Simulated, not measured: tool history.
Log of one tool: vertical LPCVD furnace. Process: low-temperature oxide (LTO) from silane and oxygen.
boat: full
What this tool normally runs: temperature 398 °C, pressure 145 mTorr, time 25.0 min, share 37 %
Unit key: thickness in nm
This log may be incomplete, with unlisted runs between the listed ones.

run   hour  temperature  pressure  time  share  wafers since the last listed run  hours since the last temperature calibration  hours since the pressure gauge was zeroed  hours since the silane flow controller was replaced  hours since the gauge calibration  read-back reference wafer on the same gauge, thickness  thickness
  1    0.0          398       145  27.5     37                                 0                                        2419.7                                     3241.7                                               5294.5                              183.6                                                  118.02     150.51
  2   25.6          398       145  27.5     37                               395                                        2445.3                                     3267.3                                               5320.1                              209.2                                                  117.98     150.49
  3   52.2          398       145  25.0     34                               410                                        2471.9                                     3293.9                                               5346.7                              235.8                                                  117.93     122.67
  4   67.0          398       145  25.0     34                               228                                        2486.7                                     3308.7                                               5361.5                              250.6                                                  117.99     122.61
      78.1  -- gauge calibrated
  5   89.6          398       155  25.0     37                               348                                        2509.3                                     3331.3                                               5384.1                               11.5                                                  118.01     146.50
     125.9  -- thermocouples replaced and temperature profile calibrated
     129.3  -- silane flow controller replaced
     150.2  -- pressure gauge zeroed
  6  150.7          398       155  25.0     37                               198                                          24.8                                        0.5                                                 21.4                               72.6                                                  117.97     139.77
  7  154.3          398       145  25.0     37                                55                                          28.4                                        4.1                                                 25.0                               76.2                                                  118.02     130.01
  8  157.8          398       145  25.0     37                                54                                          31.9                                        7.6                                                 28.5                               79.7                                                  117.91     130.42
  9  164.2          398       145  28.5     37                                98                                          38.3                                       14.0                                                 34.9                               86.1                                                  118.04     148.71
 10  188.6          398       145  25.0     35                               376                                          62.7                                       38.4                                                 59.3                              110.5                                                  117.95     121.32
 11  209.3          398       145  25.0     37                               319                                          83.4                                       59.1                                                 80.0                              131.2                                                  117.91     130.61
 12  225.7          390       180  25.0     41                               253                                          99.8                                       75.5                                                 96.4                              147.6                                                  118.03     168.38
 13  242.5          398       145  25.0     37                               259                                         116.6                                       92.3                                                113.2                              164.4                                                  117.98     130.46
 14  273.3          389       170  30.5     32                               475                                         147.4                                      123.1                                                144.0                              195.2                                                  118.00     137.54
 15  297.7          398       120  16.0     37                               376                                         171.8                                      147.5                                                168.4                              219.6                                                  118.00      69.35
     298.3  -- gauge calibrated
 16  331.2          401       165  34.5     44                               516                                         205.3                                      181.0                                                201.9                               32.9                                                  118.03     260.00
 17  351.5          398       130  25.0     37                               313                                         225.6                                      201.3                                                222.2                               53.2                                                  118.07     117.50
 18  385.6          388       120  30.0     37                               526                                         259.7                                      235.4                                                256.3                               87.3                                                  118.00     115.85
 19  415.8          398       145  18.0     37                               466                                         289.9                                      265.6                                                286.5                              117.5                                                  117.95      94.35

Each row is a separate what-if for the run after 19, all from the same tool condition, not one after another. Results?
  A  419.4          398       145  25.0     37                                55                                         293.5                                      269.2                                                290.1                              121.1                                                       ?          ?
  B  419.4          392       125  32.0     44                                55                                         293.5                                      269.2                                                290.1                              121.1                                                       ?          ?
  C  419.4          409       145  25.0     37                                55                                         293.5                                      269.2                                                290.1                              121.1                                                       ?          ?

run  read-back reference wafer on the same gauge, thickness  thickness
  A                                                  117.97     131.20
  B                                                  117.97     166.43
  C                                                  117.97     148.26
Take away the tool's hidden state, keep each run's random variation, and the runs would have read:
run  thickness
  A     130.27
  B     165.27
  C     147.24

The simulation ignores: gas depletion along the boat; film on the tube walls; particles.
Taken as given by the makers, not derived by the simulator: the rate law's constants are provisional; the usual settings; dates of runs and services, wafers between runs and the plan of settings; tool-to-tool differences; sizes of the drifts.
